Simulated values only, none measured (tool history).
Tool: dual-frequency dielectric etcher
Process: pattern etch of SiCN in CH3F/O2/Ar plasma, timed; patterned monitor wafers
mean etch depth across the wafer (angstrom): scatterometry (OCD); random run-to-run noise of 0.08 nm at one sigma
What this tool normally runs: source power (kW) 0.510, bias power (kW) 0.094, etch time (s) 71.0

run     day  source power (kW)  bias power (kW)  etch time (s)  read-back reference wafer on the same gauge, depth_nm  mean etch depth across the wafer (angstrom)
  1   0.000              0.450            0.094           71.0                                                  28.93                                        316.9
      2.138  -- source power generator calibrated
  2   2.450              0.450            0.094           71.0                                                  28.89                                        315.4
      3.058  -- bias power generator calibrated
  3   4.483              0.420            0.094           86.0                                                  28.90                                        368.7
  4   5.642              0.420            0.094           86.0                                                  28.90                                        369.1
  5   8.554              0.510            0.094           71.0                                                  28.89                                        329.8
      9.925  -- wet clean of the chamber, repeated, since the last time left the tool worse
  6  11.367              0.390            0.094           76.5                                                  28.91                                        339.6
     13.296  -- upper electrode replaced
  7  13.317              0.630            0.080           82.0                                                  28.89                                        419.3
  8  17.692              0.510            0.094           71.0                                                  28.91                                        348.2
  9  19.929              0.480            0.094           71.0                                                  28.91                                        338.8
 10  21.492              0.510            0.094           71.0                                                  28.90                                        348.1
 11  28.262              0.510            0.115           62.0                                                  28.91                                        320.8
     29.612  -- wet clean of the chamber
 12  31.046              0.630            0.112           77.5                                                  28.89                                        442.7
 13  32.700              0.600            0.078           81.5                                                  28.89                                        407.2
 14  34.600              0.510            0.094           71.0                                                  28.89                                        348.8
 15  37.362              0.510            0.094           71.0                                                  28.89                                        350.5
 16  39.146              0.580            0.076           87.5                                                  28.91                                        424.2
 17  41.988              0.600            0.094           71.0                                                  28.93                                        371.3
     41.992  -- gauge calibrated
 18  44.088              0.510            0.094           71.0                                                  28.88                                        346.5
 19  47.108              0.510            0.105           82.5                                                  28.95                                        416.2
 20  48.883              0.510            0.094           71.0                                                  28.90                                        344.7
 21  50.217              0.510            0.094           71.0                                                  28.87                                        343.1
 22  52.421              0.450            0.094           88.5                                                  28.92                                        406.6
     53.558  -- wet clean of the chamber
 23  53.912              0.400            0.094           71.0                                                  28.90                                        316.8
 24  55.600              0.510            0.094           71.0                                                  28.88                                        350.9
 25  58.129              0.400            0.094           59.0                                                  28.87                                        262.7
 26  60.538              0.620            0.101           81.0                                                  28.87                                        441.5
 27  62.771              0.510            0.094           71.0                                                  28.89                                        347.9
 28  64.796              0.470            0.115           59.0                                                  28.91                                        298.2
 29  66.392              0.610            0.094           88.5                                                  28.90                                        466.4

Branching from run 29: 5 alternative next runs. What would each branch give?
  A  66.408              0.510            0.094           71.0                                                      ?                                            ?
  B  66.408              0.560            0.094           61.5                                                      ?                                            ?
  C  66.408              0.510            0.108           60.0                                                      ?                                            ?
  D  66.408              0.510            0.109           86.5                                                      ?                                            ?
  E  66.408              0.510            0.082           71.0                                                      ?                                            ?

run  read-back reference wafer on the same gauge, depth_nm  mean etch depth across the wafer (angstrom)
  A                                                  28.89                                        345.8
  B                                                  28.89                                        311.3
  C                                                  28.89                                        305.8
  D                                                  28.89                                        442.2
  E                                                  28.89                                        331.3
Take away the tool's hidden state, keep each run's random variation, and the runs would have read:
run  mean etch depth across the wafer (angstrom)
  A                                        351.3
  B                                        316.2
  C                                        310.7
  D                                        449.3
  E                                        336.6
